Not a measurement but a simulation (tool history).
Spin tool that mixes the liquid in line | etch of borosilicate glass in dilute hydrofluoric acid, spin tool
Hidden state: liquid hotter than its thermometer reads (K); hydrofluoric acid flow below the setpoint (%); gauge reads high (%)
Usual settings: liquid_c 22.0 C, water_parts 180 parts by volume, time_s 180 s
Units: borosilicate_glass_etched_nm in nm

run	hour	liquid_c	water_parts	time_s	wafers since the last listed run	hours since the thermometer was replaced	hours since the hydrofluoric acid flow meter was replaced	hours since the gauge calibration	read-back film thickness of the borosilicate glass reference wafer, read on the same gauge (nm)	borosilicate_glass_etched_nm
1	0.0	22.0	180	180	0	1022.7	1296.9	74.0	60.01	20.91
2	12.8	22.0	180	180	65	1035.5	1309.7	86.8	59.97	20.77
3	22.1	20.5	180	95	47	1044.8	1319.0	96.1	60.00	10.36
4	31.3	20.5	180	95	47	1054.0	1328.2	105.3	60.02	10.28
5	38.7	20.5	180	95	37	1061.4	1335.6	112.7	59.98	10.36
6	47.4	22.0	180	180	44	1070.1	1344.3	121.4	60.01	20.61
# hour 49.1: gauge calibrated
# hour 58.2: hydrofluoric acid flow meter replaced
7	60.8	22.0	180	180	63	1083.5	2.6	11.7	60.00	23.80
8	75.8	19.0	90	180	76	1098.5	17.6	26.7	60.00	46.61
9	89.7	20.0	180	145	71	1112.4	31.5	40.6	60.00	17.75
10	104.4	20.5	90	135	75	1127.1	46.2	55.3	59.99	37.01
11	110.4	23.5	180	180	30	1133.1	52.2	61.3	60.01	25.13
# hour 116.9: thermometer replaced
12	123.9	22.0	180	180	64	7.0	65.7	74.8	59.98	23.66
13	141.4	22.0	95	235	89	24.5	83.2	92.3	59.99	64.48
14	154.6	25.0	180	180	67	37.7	96.4	105.5	59.98	26.35

Some steps in borosilicate_glass_etched_nm between neighbouring runs. How much of each would the tool show without its hidden state too (settings, what came in, random variation), and how much is left for the hidden state, with any gauge scatter that isn't in both results?
Run 6 -> 7: gauge calibrated, hydrofluoric acid flow meter replaced. borosilicate_glass_etched_nm +3.19 nm: hidden state +3.19, all else +0.00.
Run 12 -> 13: water_parts 180 -> 95, time_s 180 -> 235. borosilicate_glass_etched_nm +40.82 nm: hidden state -0.60, all else +41.42.
